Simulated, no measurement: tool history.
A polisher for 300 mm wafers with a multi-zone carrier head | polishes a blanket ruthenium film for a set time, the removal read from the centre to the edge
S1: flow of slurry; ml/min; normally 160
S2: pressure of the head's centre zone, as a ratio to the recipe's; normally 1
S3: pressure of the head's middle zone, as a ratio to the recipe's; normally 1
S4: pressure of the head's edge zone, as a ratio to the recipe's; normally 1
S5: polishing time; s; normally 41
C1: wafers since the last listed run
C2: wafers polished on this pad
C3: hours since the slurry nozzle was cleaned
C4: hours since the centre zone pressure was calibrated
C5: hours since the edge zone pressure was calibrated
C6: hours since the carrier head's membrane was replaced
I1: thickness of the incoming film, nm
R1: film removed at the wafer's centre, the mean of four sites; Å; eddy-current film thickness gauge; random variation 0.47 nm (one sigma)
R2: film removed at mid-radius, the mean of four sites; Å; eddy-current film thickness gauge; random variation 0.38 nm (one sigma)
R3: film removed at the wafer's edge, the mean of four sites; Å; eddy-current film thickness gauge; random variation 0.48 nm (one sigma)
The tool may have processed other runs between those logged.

{"run": 1, "hour": 0.0, "S1": 160, "S2": 1, "S3": 1, "S4": 1, "S5": 41, "C1": 0, "C2": 1813, "C3": 298.9, "C4": 28.4, "C5": 771.7, "C6": 1382.2, "I1": 328, "R1": 419, "R2": 405, "R3": 415}
{"hour": 19.3, "done": "worn pad replaced by a new one"}
{"run": 2, "hour": 84.5, "S1": 160, "S2": 1, "S3": 1, "S4": 1, "S5": 41, "C1": 479, "C2": 388, "C3": 383.4, "C4": 112.9, "C5": 856.2, "C6": 1466.7, "I1": 328, "R1": 434, "R2": 408, "R3": 411}
{"run": 3, "hour": 191.4, "S1": 160, "S2": 1, "S3": 1, "S4": 1, "S5": 41, "C1": 637, "C2": 1025, "C3": 490.3, "C4": 219.8, "C5": 963.1, "C6": 1573.6, "I1": 335, "R1": 435, "R2": 404, "R3": 411}
{"run": 4, "hour": 255.9, "S1": 160, "S2": 1, "S3": 1, "S4": 1, "S5": 41, "C1": 384, "C2": 1409, "C3": 554.8, "C4": 284.3, "C5": 1027.6, "C6": 1638.1, "I1": 329, "R1": 442, "R2": 402, "R3": 413}
{"hour": 275.7, "done": "slurry nozzle cleaned"}
{"run": 5, "hour": 341.4, "S1": 160, "S2": 1, "S3": 1, "S4": 1, "S5": 49, "C1": 503, "C2": 1913, "C3": 65.7, "C4": 369.8, "C5": 1113.1, "C6": 1723.6, "I1": 328.1, "R1": 544, "R2": 489, "R3": 492}
{"hour": 347.0, "done": "worn pad replaced by a new one"}
{"run": 6, "hour": 449.1, "S1": 160, "S2": 1, "S3": 1, "S4": 1, "S5": 49, "C1": 617, "C2": 608, "C3": 173.4, "C4": 477.5, "C5": 1220.8, "C6": 1831.3, "I1": 331.9, "R1": 558, "R2": 486, "R3": 502}
{"hour": 478.7, "done": "centre zone pressure recalibrated"}
{"hour": 499.3, "done": "edge zone pressure recalibrated"}
{"hour": 509.1, "done": "carrier head's membrane replaced by a new one"}
{"run": 7, "hour": 527.4, "S1": 160, "S2": 1, "S3": 1, "S4": 1, "S5": 49, "C1": 412, "C2": 1021, "C3": 251.7, "C4": 48.7, "C5": 28.1, "C6": 18.3, "I1": 332.1, "R1": 515, "R2": 486, "R3": 500}
{"run": 8, "hour": 621.5, "S1": 160, "S2": 1, "S3": 1, "S4": 1, "S5": 41, "C1": 560, "C2": 1582, "C3": 345.8, "C4": 142.8, "C5": 122.2, "C6": 112.4, "I1": 331.4, "R1": 439, "R2": 402, "R3": 423}
{"hour": 677.0, "done": "worn pad replaced by a new one"}
{"run": 9, "hour": 707.5, "S1": 175, "S2": 0.95, "S3": 1, "S4": 0.95, "S5": 51, "C1": 488, "C2": 181, "C3": 431.8, "C4": 228.8, "C5": 208.2, "C6": 198.4, "I1": 332.3, "R1": 542, "R2": 511, "R3": 521}
{"run": 10, "hour": 750.5, "S1": 160, "S2": 1, "S3": 1, "S4": 1, "S5": 41, "C1": 256, "C2": 437, "C3": 474.8, "C4": 271.8, "C5": 251.2, "C6": 241.4, "I1": 332.1, "R1": 440, "R2": 403, "R3": 414}
{"hour": 950.5, "done": "slurry nozzle cleaned"}
{"hour": 960.8, "done": "worn pad replaced by a new one"}
{"run": 11, "hour": 1051.8, "S1": 160, "S2": 1.04, "S3": 0.93, "S4": 0.93, "S5": 41, "C1": 1765, "C2": 542, "C3": 101.3, "C4": 573.1, "C5": 552.5, "C6": 542.7, "I1": 329.6, "R1": 485, "R2": 382, "R3": 402}
{"run": 12, "hour": 1107.3, "S1": 160, "S2": 1, "S3": 1, "S4": 1, "S5": 41, "C1": 330, "C2": 873, "C3": 156.8, "C4": 628.6, "C5": 608, "C6": 598.2, "I1": 325.8, "R1": 484, "R2": 407, "R3": 424}
{"hour": 1120.0, "done": "centre zone pressure recalibrated"}
{"run": 13, "hour": 1179.9, "S1": 160, "S2": 1, "S3": 1.04, "S4": 1, "S5": 45, "C1": 420, "C2": 1293, "C3": 229.4, "C4": 59.9, "C5": 680.6, "C6": 670.8, "I1": 328.7, "R1": 474, "R2": 457, "R3": 462}
{"run": 14, "hour": 1260.7, "S1": 105, "S2": 1.07, "S3": 1, "S4": 1, "S5": 41, "C1": 481, "C2": 1775, "C3": 310.2, "C4": 140.7, "C5": 761.4, "C6": 751.6, "I1": 324, "R1": 423, "R2": 365, "R3": 377}
{"hour": 1286.1, "done": "worn pad replaced by a new one"}
{"run": 15, "hour": 1345.5, "S1": 160, "S2": 1, "S3": 0.93, "S4": 1.1, "S5": 41, "C1": 481, "C2": 353, "C3": 395, "C4": 225.5, "C5": 846.2, "C6": 836.4, "I1": 331.5, "R1": 453, "R2": 380, "R3": 437}
{"run": 16, "hour": 1440.0, "S1": 160, "S2": 1, "S3": 1.12, "S4": 1, "S5": 41, "C1": 563, "C2": 916, "C3": 489.5, "C4": 320, "C5": 940.7, "C6": 930.9, "I1": 330, "R1": 454, "R2": 446, "R3": 415}

Describe how what the log doesn't record of the tool's condition differs between the last listed run preceding each entry between runs and the first listed run following it.
After run 1, before run 2: worn pad replaced by a new one (hour 19.3)
  deviation of the centre zone's pressure from its setpoint, %: 0.734 -> 2.48
  measured result minus the result with no hidden state, R1: +4 -> +10 Å
After run 4, before run 5: slurry nozzle cleaned (hour 275.7)
  deviation of the centre zone's pressure from its setpoint, %: 6.03 -> 7.79
  measured result minus the result with no hidden state, R1: +25 -> +40 Å
After run 5, before run 6: worn pad replaced by a new one (hour 347)
  deviation of the centre zone's pressure from its setpoint, %: 7.79 -> 10
  measured result minus the result with no hidden state, R1: +40 -> +52 Å
After run 6, before run 7: centre zone pressure recalibrated (hour 478.7); edge zone pressure recalibrated (hour 499.3); carrier head's membrane replaced by a new one (hour 509.1)
  deviation of the centre zone's pressure from its setpoint, %: 10 -> 1.64
  measured result minus the result with no hidden state, R1: +52 -> +8 Å
After run 8, before run 9: worn pad replaced by a new one (hour 677)
  deviation of the centre zone's pressure from its setpoint, %: 3.59 -> 5.37
  measured result minus the result with no hidden state, R1: +15 -> +28 Å
After run 10, before run 11: slurry nozzle cleaned (hour 950.5); worn pad replaced by a new one (hour 960.8)
  deviation of the centre zone's pressure from its setpoint, %: 6.26 -> 12.5
  measured result minus the result with no hidden state, R1: +27 -> +54 Å
After run 12, before run 13: centre zone pressure recalibrated (hour 1120)
  deviation of the centre zone's pressure from its setpoint, %: 13.6 -> 3.02
  measured result minus the result with no hidden state, R1: +58 -> +14 Å
After run 14, before run 15: worn pad replaced by a new one (hour 1286.1)
  deviation of the centre zone's pressure from its setpoint, %: 4.69 -> 6.45
  measured result minus the result with no hidden state, R1: +19 -> +28 Å
